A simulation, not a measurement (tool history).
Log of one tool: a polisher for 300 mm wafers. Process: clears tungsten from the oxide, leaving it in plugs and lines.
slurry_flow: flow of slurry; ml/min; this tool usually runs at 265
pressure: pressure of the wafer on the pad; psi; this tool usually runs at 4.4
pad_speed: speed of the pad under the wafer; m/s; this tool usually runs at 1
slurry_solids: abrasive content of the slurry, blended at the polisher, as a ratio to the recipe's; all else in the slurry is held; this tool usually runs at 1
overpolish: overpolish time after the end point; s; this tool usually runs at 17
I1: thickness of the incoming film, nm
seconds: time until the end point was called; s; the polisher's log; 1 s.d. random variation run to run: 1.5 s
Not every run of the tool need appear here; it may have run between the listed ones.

run 1 hour=0 | slurry_flow=265 pressure=4.4 pad_speed=1 slurry_solids=1 overpolish=17 | I1=599.2 | seconds=118.2
run 2 hour=63.9 | slurry_flow=265 pressure=4.4 pad_speed=1 slurry_solids=1 overpolish=17 | I1=604 | seconds=120.7
-- hour=66.6 head pressure recalibrated
-- hour=78.2 slurry blender recalibrated
run 3 hour=124.5 | slurry_flow=265 pressure=4.4 pad_speed=1 slurry_solids=1 overpolish=17 | I1=610.3 | seconds=125.6
run 4 hour=167.6 | slurry_flow=265 pressure=4.4 pad_speed=0.72 slurry_solids=1 overpolish=17 | I1=606.3 | seconds=158.2
-- hour=175.2 slurry tank refilled with fresh slurry and peroxide
run 5 hour=212.8 | slurry_flow=205 pressure=4.4 pad_speed=1 slurry_solids=1 overpolish=27 | I1=609 | seconds=129.2
run 6 hour=259.7 | slurry_flow=265 pressure=3.2 pad_speed=1 slurry_solids=1.3 overpolish=12 | I1=614.4 | seconds=162
run 7 hour=330 | slurry_flow=265 pressure=4.4 pad_speed=1 slurry_solids=1 overpolish=17 | I1=611.2 | seconds=132.7
-- hour=347.2 worn pad replaced by a new one
run 8 hour=393.8 | slurry_flow=225 pressure=3.8 pad_speed=1.3 slurry_solids=1.25 overpolish=17 | I1=610.5 | seconds=102.2
run 9 hour=427.9 | slurry_flow=265 pressure=4.4 pad_speed=1 slurry_solids=1 overpolish=8 | I1=605.8 | seconds=117.3
run 10 hour=454.1 | slurry_flow=330 pressure=4.4 pad_speed=1 slurry_solids=0.85 overpolish=17 | I1=607.8 | seconds=115.9
-- hour=458.4 slurry nozzle cleaned
run 11 hour=518.9 | slurry_flow=265 pressure=4.4 pad_speed=1 slurry_solids=1 overpolish=17 | I1=616.1 | seconds=119.5
run 12 hour=561.6 | slurry_flow=265 pressure=4.4 pad_speed=1 slurry_solids=1 overpolish=20 | I1=604.7 | seconds=119.3
-- hour=590.3 head pressure recalibrated
run 13 hour=612.4 | slurry_flow=265 pressure=4.4 pad_speed=1 slurry_solids=1 overpolish=17 | I1=615.4 | seconds=120.1
-- hour=628.6 slurry blender recalibrated
run 14 hour=639.9 | slurry_flow=265 pressure=3.4 pad_speed=0.64 slurry_solids=1 overpolish=17 | I1=613.7 | seconds=210.5
run 15 hour=709.4 | slurry_flow=265 pressure=4.4 pad_speed=1.2 slurry_solids=1 overpolish=17 | I1=611.5 | seconds=109.6
-- hour=716.7 slurry tank refilled with fresh slurry and peroxide
-- hour=855.1 worn pad replaced by a new one
run 16 hour=871.2 | slurry_flow=265 pressure=4.4 pad_speed=1 slurry_solids=1 overpolish=17 | I1=607.3 | seconds=114.1
-- hour=955.8 slurry nozzle cleaned
run 17 hour=1051.9 | slurry_flow=320 pressure=4.4 pad_speed=1 slurry_solids=1 overpolish=17 | I1=620 | seconds=116.4
-- hour=1077.9 head pressure recalibrated
run 18 hour=1080.8 | slurry_flow=265 pressure=5.5 pad_speed=1 slurry_solids=1 overpolish=9 | I1=605.2 | seconds=99
run 19 hour=1112.9 | slurry_flow=265 pressure=4.4 pad_speed=1 slurry_solids=1 overpolish=17 | I1=608.4 | seconds=119.7
run 20 hour=1153.9 | slurry_flow=265 pressure=4.4 pad_speed=1 slurry_solids=1 overpolish=17 | I1=611 | seconds=118.5
-- hour=1179 slurry blender recalibrated
run 21 hour=1191.3 | slurry_flow=265 pressure=4 pad_speed=1 slurry_solids=1 overpolish=17 | I1=598.8 | seconds=130.4
run 22 hour=1218.7 | slurry_flow=265 pressure=5 pad_speed=1 slurry_solids=1 overpolish=22 | I1=611.7 | seconds=112.1
-- hour=1251.4 slurry tank refilled with fresh slurry and peroxide
run 23 hour=1260.9 | slurry_flow=215 pressure=4.4 pad_speed=0.68 slurry_solids=0.9 overpolish=9 | I1=608.2 | seconds=169.9
run 24 hour=1308.4 | slurry_flow=235 pressure=4.4 pad_speed=1 slurry_solids=0.85 overpolish=17 | I1=601.4 | seconds=126.4
run 25 hour=1342.1 | slurry_flow=265 pressure=5.2 pad_speed=1.14 slurry_solids=1.1 overpolish=17 | I1=606.4 | seconds=95.3
run 26 hour=1409.9 | slurry_flow=265 pressure=4.4 pad_speed=1 slurry_solids=1 overpolish=17 | I1=616.3 | seconds=132.5
-- hour=1429.9 worn pad replaced by a new one
run 27 hour=1443.1 | slurry_flow=345 pressure=3.8 pad_speed=1 slurry_solids=0.85 overpolish=8 | I1=598.3 | seconds=127.5

What if the next run were any one of these 3? Each begins from the tool's condition after run 27:
run A hour=1443.6 | slurry_flow=265 pressure=4.4 pad_speed=1 slurry_solids=1 overpolish=17 | I1=602.9 | seconds=?
run B hour=1443.6 | slurry_flow=190 pressure=4.4 pad_speed=1.18 slurry_solids=0.85 overpolish=17 | I1=602.9 | seconds=?
run C hour=1443.6 | slurry_flow=210 pressure=4.4 pad_speed=1 slurry_solids=1 overpolish=17 | I1=602.9 | seconds=?

run=A seconds=113.7
run=B seconds=106.1
run=C seconds=116.5
Without the tool's hidden state the same runs would have given:
run=A seconds=113.3
run=B seconds=105.8
run=C seconds=116.1
